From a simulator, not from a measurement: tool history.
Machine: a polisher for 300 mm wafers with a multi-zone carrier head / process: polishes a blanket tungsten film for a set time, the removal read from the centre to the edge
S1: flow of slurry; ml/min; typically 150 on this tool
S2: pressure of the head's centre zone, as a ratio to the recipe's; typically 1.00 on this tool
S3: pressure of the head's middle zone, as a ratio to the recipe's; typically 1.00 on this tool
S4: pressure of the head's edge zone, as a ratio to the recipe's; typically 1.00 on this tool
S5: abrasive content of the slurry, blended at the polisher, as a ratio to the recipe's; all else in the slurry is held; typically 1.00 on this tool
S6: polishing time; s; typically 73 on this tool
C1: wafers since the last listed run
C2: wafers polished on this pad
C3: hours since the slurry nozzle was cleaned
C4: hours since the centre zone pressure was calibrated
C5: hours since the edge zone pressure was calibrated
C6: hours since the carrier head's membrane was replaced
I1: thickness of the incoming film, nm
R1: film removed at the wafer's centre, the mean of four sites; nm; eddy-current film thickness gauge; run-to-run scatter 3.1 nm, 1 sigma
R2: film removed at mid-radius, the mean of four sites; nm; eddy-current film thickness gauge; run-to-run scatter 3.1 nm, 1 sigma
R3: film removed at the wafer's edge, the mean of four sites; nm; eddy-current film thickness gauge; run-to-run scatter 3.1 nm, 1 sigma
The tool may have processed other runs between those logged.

run,hour,S1,S2,S3,S4,S5,S6,C1,C2,C3,C4,C5,C6,I1,R1,R2,R3
1,0.0,150,1.00,0.92,1.00,1.00,73,0,778,690.6,1070.1,237.8,1986.5,1262.3,290.7,302.7,324.9
# hour 34.9: carrier head's membrane replaced by a new one
# hour 59.4: worn pad replaced by a new one
2,89.3,150,1.00,1.00,1.00,1.00,73,944,351,779.9,1159.4,327.1,54.4,1244.4,283.6,320.7,320.7
3,124.5,150,1.00,1.00,1.00,1.00,73,414,765,815.1,1194.6,362.3,89.6,1254.4,278.7,312.7,318.9
4,145.0,150,1.00,1.00,1.00,1.00,73,241,1006,835.6,1215.1,382.8,110.1,1247.8,281.9,313.5,317.5
5,179.5,150,1.00,1.00,1.00,1.00,73,405,1412,870.1,1249.6,417.3,144.6,1251.1,273.4,312.4,317.1
# hour 201.4: centre zone pressure recalibrated
6,203.4,150,1.00,1.00,1.00,1.20,73,257,1669,894.0,2.0,441.2,168.5,1262.3,328.2,326.5,330.5
7,220.9,150,1.00,1.00,1.00,1.00,73,205,1875,911.5,19.5,458.7,186.0,1233.7,309.4,307.5,313.6
# hour 226.7: worn pad replaced by a new one
# hour 242.4: slurry nozzle cleaned
8,242.9,150,1.00,1.00,1.00,1.00,73,199,178,0.5,41.5,480.7,208.0,1235.4,332.4,326.9,332.6
9,270.0,150,1.00,1.00,1.00,0.75,73,318,497,27.6,68.6,507.8,235.1,1272.2,309.8,310.0,307.5
10,292.1,150,1.00,1.00,1.00,1.00,73,259,757,49.7,90.7,529.9,257.2,1234.1,338.4,326.9,328.8
11,310.0,150,1.00,1.00,1.00,1.00,73,210,967,67.6,108.6,547.8,275.1,1248.3,328.4,326.7,333.3
# hour 316.4: edge zone pressure recalibrated
12,343.1,150,1.00,0.93,1.00,1.00,73,365,1333,100.7,141.7,26.7,308.2,1238.6,331.1,313.7,328.9
# hour 357.0: worn pad replaced by a new one
13,362.7,200,1.06,0.89,1.00,1.00,73,183,66,120.3,161.3,46.3,327.8,1249.4,356.8,309.9,343.9
14,387.3,150,1.05,1.08,1.00,1.00,73,289,355,144.9,185.9,70.9,352.4,1234.9,349.1,350.1,323.7
15,401.0,105,1.05,1.00,1.00,1.00,98,161,516,158.6,199.6,84.6,366.1,1271.8,439.7,431.4,429.9
16,433.8,180,1.00,1.06,1.00,1.30,73,385,902,191.4,232.4,117.4,398.9,1256.9,364.4,380.4,358.4
17,462.1,150,1.00,1.00,1.00,1.00,94,332,1235,219.7,260.7,145.7,427.2,1227.2,419.2,420.9,431.4
18,488.9,120,1.00,1.00,1.00,1.20,73,315,1550,246.5,287.5,172.5,454.0,1246.2,333.1,332.3,340.9
# hour 509.5: worn pad replaced by a new one
19,509.9,130,1.00,0.96,1.00,1.00,91,199,4,267.5,308.5,193.5,475.0,1250.2,393.5,386.9,408.4
20,533.1,105,1.00,1.00,1.11,1.00,73,272,277,290.7,331.7,216.7,498.2,1262.4,314.9,315.0,339.8

Each row is a separate what-if for the run after 20, all from the same tool condition, not one after another. Results?
A,533.6,150,0.93,1.00,1.00,1.00,73,5,283,291.2,332.2,217.2,498.7,1237.5,?,?,?
B,533.6,165,1.00,1.03,1.00,1.10,73,5,283,291.2,332.2,217.2,498.7,1237.5,?,?,?
C,533.6,105,1.10,1.00,1.00,0.90,73,5,283,291.2,332.2,217.2,498.7,1237.5,?,?,?
D,533.6,130,1.00,1.00,0.94,1.00,73,5,283,291.2,332.2,217.2,498.7,1237.5,?,?,?
E,533.6,150,1.00,1.07,1.00,1.15,49,5,283,291.2,332.2,217.2,498.7,1237.5,?,?,?

run,R1,R2,R3
A,306.3,333.6,328.8
B,337.0,354.4,339.5
C,324.9,310.6,310.4
D,318.2,327.7,315.3
E,225.9,245.7,228.5
Had the tool no hidden state, the same runs would have come out as:
run,R1,R2,R3
A,316.3,337.9,331.9
B,347.7,358.7,342.6
C,336.5,315.5,313.8
D,329.0,332.4,318.5
E,233.3,248.9,230.6
